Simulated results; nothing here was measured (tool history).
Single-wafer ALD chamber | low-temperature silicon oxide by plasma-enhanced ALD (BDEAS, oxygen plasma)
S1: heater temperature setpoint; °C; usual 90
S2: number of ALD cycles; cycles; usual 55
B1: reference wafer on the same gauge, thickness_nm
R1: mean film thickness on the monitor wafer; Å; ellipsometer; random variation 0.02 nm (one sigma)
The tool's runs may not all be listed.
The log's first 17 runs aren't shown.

run    hour   S1  S2     B1     R1
 18   708.7   95  59  9.449  86.47
 19   771.3  105  55  9.449  78.36
 20     822   90  45   9.45  66.96
 21   871.7  101  61  9.449  87.39
 22   905.2   98  62  9.448  90.12
 23   971.7   90  55  9.448  81.97
 24  1042.5   96  55  9.449  80.44
 25  1108.7   77  55  9.447  86.11
 26  1173.5   85  60  9.445  91.17
 27  1208.1   95  59  9.453  86.81
     1210.6  -- gauge calibrated
 28  1258.9  100  60  9.446  87.08
 29  1289.5  104  59  9.444  84.37
 30  1352.6   83  62  9.453  95.04
 31  1402.7   98  47  9.455  68.31
 32  1474.1   82  62  9.453  95.42
 33    1544   90  55  9.447   82.5

4 ways to go on from here, each from the tool as it stands after run 33. What would each give?
  A  1544.5   86  55   ?   ?
  B  1544.5   95  58   ?   ?
  C  1544.5   90  60   ?   ?
  D  1544.5  103  61   ?   ?

run     B1     R1
  A  9.457  83.35
  B  9.457  85.14
  C  9.457  89.66
  D  9.457  87.19
Without the tool's hidden state the same runs would have given:
run     R1
  A  82.84
  B   84.6
  C   89.1
  D  86.91

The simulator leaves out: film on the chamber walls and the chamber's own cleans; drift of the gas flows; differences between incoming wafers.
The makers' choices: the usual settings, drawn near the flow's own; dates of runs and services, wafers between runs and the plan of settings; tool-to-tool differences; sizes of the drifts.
